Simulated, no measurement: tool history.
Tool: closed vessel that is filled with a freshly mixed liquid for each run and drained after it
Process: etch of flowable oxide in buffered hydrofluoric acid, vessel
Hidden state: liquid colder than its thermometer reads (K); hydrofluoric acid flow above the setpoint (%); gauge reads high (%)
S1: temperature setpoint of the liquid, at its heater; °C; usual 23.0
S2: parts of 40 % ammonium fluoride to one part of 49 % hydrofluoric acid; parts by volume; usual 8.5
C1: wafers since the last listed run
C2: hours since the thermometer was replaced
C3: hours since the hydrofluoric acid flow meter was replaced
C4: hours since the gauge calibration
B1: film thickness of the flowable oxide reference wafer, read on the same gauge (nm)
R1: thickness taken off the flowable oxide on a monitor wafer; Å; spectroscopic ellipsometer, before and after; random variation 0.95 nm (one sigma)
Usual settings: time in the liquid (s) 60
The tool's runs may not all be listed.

Run 1, hour 0.0: usual settings but S2 7.5 parts by volume; C1 0; C2 1220.0; C3 2303.5; C4 525.8; B1 49.98. Result: R1 1829.8 Å.
Run 2, hour 24.5: usual settings; C1 2511; C2 1244.5; C3 2328.0; C4 550.3; B1 50.01. Result: R1 1609.2 Å.
Run 3, hour 57.8: usual settings but S2 6.0 parts by volume; C1 3412; C2 1277.8; C3 2361.3; C4 583.6; B1 50.00. Result: R1 2216.8 Å.
Run 4, hour 74.0: usual settings but S2 6.0 parts by volume; C1 1660; C2 1294.0; C3 2377.5; C4 599.8; B1 49.99. Result: R1 2204.2 Å.
Run 5, hour 93.6: usual settings; C1 2008; C2 1313.6; C3 2397.1; C4 619.4; B1 50.01. Result: R1 1607.1 Å.
At hour 111.3: thermometer replaced.
Run 6, hour 125.4: usual settings but S2 6.0 parts by volume, time in the liquid (s) 40; C1 3156; C2 14.1; C3 2428.9; C4 651.2; B1 50.00. Result: R1 1461.2 Å.
Run 7, hour 159.5: usual settings but S2 6.0 parts by volume, time in the liquid (s) 40; C1 3494; C2 48.2; C3 2463.0; C4 685.3; B1 50.02. Result: R1 1485.3 Å.
Run 8, hour 175.7: usual settings; C1 1660; C2 64.4; C3 2479.2; C4 701.5; B1 49.98. Result: R1 1607.5 Å.
Run 9, hour 188.1: usual settings; C1 1270; C2 76.8; C3 2491.6; C4 713.9; B1 49.97. Result: R1 1606.0 Å.
Run 10, hour 219.5: usual settings; C1 3218; C2 108.2; C3 2523.0; C4 745.3; B1 50.02. Result: R1 1638.6 Å.
Run 11, hour 243.0: usual settings; C1 2408; C2 131.7; C3 2546.5; C4 768.8; B1 50.03. Result: R1 1611.0 Å.
Run 12, hour 263.1: usual settings but S1 27.5 °C, S2 9.5 parts by volume, time in the liquid (s) 90; C1 2060; C2 151.8; C3 2566.6; C4 788.9; B1 49.97. Result: R1 2762.0 Å.
Run 13, hour 283.6: usual settings but S1 27.0 °C, S2 7.0 parts by volume, time in the liquid (s) 35; C1 2101; C2 172.3; C3 2587.1; C4 809.4; B1 49.98. Result: R1 1413.1 Å.
Run 14, hour 300.8: usual settings but S1 19.0 °C, S2 7.5 parts by volume, time in the liquid (s) 95; C1 1762; C2 189.5; C3 2604.3; C4 826.6; B1 49.98. Result: R1 2315.9 Å.
Run 15, hour 330.2: usual settings but time in the liquid (s) 80; C1 3013; C2 218.9; C3 2633.7; C4 856.0; B1 50.01. Result: R1 2168.8 Å.
At hour 336.3: hydrofluoric acid flow meter replaced.
At hour 349.4: gauge calibrated.
Run 16, hour 351.9: usual settings but S1 18.0 °C, S2 6.0 parts by volume, time in the liquid (s) 50; C1 2121; C2 240.6; C3 15.6; C4 2.5; B1 49.99. Result: R1 1454.8 Å.
Run 17, hour 379.9: usual settings but S2 6.0 parts by volume, time in the liquid (s) 40; C1 2869; C2 268.6; C3 43.6; C4 30.5; B1 49.98. Result: R1 1529.5 Å.
Run 18, hour 409.3: usual settings; C1 3013; C2 298.0; C3 73.0; C4 59.9; B1 50.03. Result: R1 1678.5 Å.
Run 19, hour 445.0: usual settings but S2 6.5 parts by volume; C1 3658; C2 333.7; C3 108.7; C4 95.6; B1 49.99. Result: R1 2192.5 Å.
Run 20, hour 477.3: usual settings but S1 25.5 °C, time in the liquid (s) 30; C1 3310; C2 366.0; C3 141.0; C4 127.9; B1 50.04. Result: R1 990.4 Å.
At hour 501.0: hydrofluoric acid flow meter replaced, repeated, since the last time left the tool worse.
Run 21, hour 509.9: usual settings but S1 25.5 °C; C1 3238; C2 398.6; C3 8.9; C4 160.5; B1 50.00. Result: R1 1681.6 Å.
Run 22, hour 523.6: usual settings but S1 27.0 °C, S2 7.0 parts by volume, time in the liquid (s) 70; C1 1404; C2 412.3; C3 22.6; C4 174.2; B1 49.97. Result: R1 2630.7 Å.
Run 23, hour 558.0: usual settings; C1 3525; C2 446.7; C3 57.0; C4 208.6; B1 50.00. Result: R1 1485.2 Å.
Run 24, hour 583.8: usual settings but S1 20.5 °C; C1 2644; C2 472.5; C3 82.8; C4 234.4; B1 50.00. Result: R1 1271.4 Å.
Run 25, hour 608.7: usual settings but S2 10.0 parts by volume; C1 2552; C2 497.4; C3 107.7; C4 259.3; B1 50.00. Result: R1 1284.9 Å.
Run 26, hour 621.0: usual settings; C1 1260; C2 509.7; C3 120.0; C4 271.6; B1 50.02. Result: R1 1473.5 Å.
Run 27, hour 645.2: usual settings but S1 27.0 °C; C1 2480; C2 533.9; C3 144.2; C4 295.8; B1 50.03. Result: R1 1832.3 Å.
Run 28, hour 668.1: usual settings but S1 21.0 °C, S2 11.5 parts by volume; C1 2347; C2 556.8; C3 167.1; C4 318.7; B1 49.97. Result: R1 1015.5 Å.
Run 29, hour 691.6: usual settings; C1 2408; C2 580.3; C3 190.6; C4 342.2; B1 50.02. Result: R1 1468.9 Å.
Run 30, hour 714.3: usual settings; C1 2326; C2 603.0; C3 213.3; C4 364.9; B1 50.00. Result: R1 1482.7 Å.
Run 31, hour 746.4: usual settings but S1 25.0 °C, S2 6.5 parts by volume, time in the liquid (s) 90; C1 3289; C2 635.1; C3 245.4; C4 397.0; B1 50.03. Result: R1 3213.8 Å.
Run 32, hour 762.9: usual settings; C1 1691; C2 651.6; C3 261.9; C4 413.5; B1 50.00. Result: R1 1506.5 Å.

Hidden state at the last listed run before each entry between runs and at the first one after, where it differs:
Between runs 5 and 6: thermometer replaced (hour 111.3)
  hydrofluoric acid flow above the setpoint (%): 9.71 -> 9.81
  measured less the result without the state, R1: +153.4 -> +111.3 Å
Between runs 15 and 16: hydrofluoric acid flow meter replaced (hour 336.3); gauge calibrated (hour 349.4)
  hydrofluoric acid flow above the setpoint (%): 10.5 -> 15.1
  measured less the result without the state, R1: +222.4 -> +163.5 Å
Between runs 20 and 21: hydrofluoric acid flow meter replaced, repeated, since the last time left the tool worse (hour 501.0)
  hydrofluoric acid flow above the setpoint (%): 15.5 -> 0.77
  measured less the result without the state, R1: +143.3 -> +14.0 Å
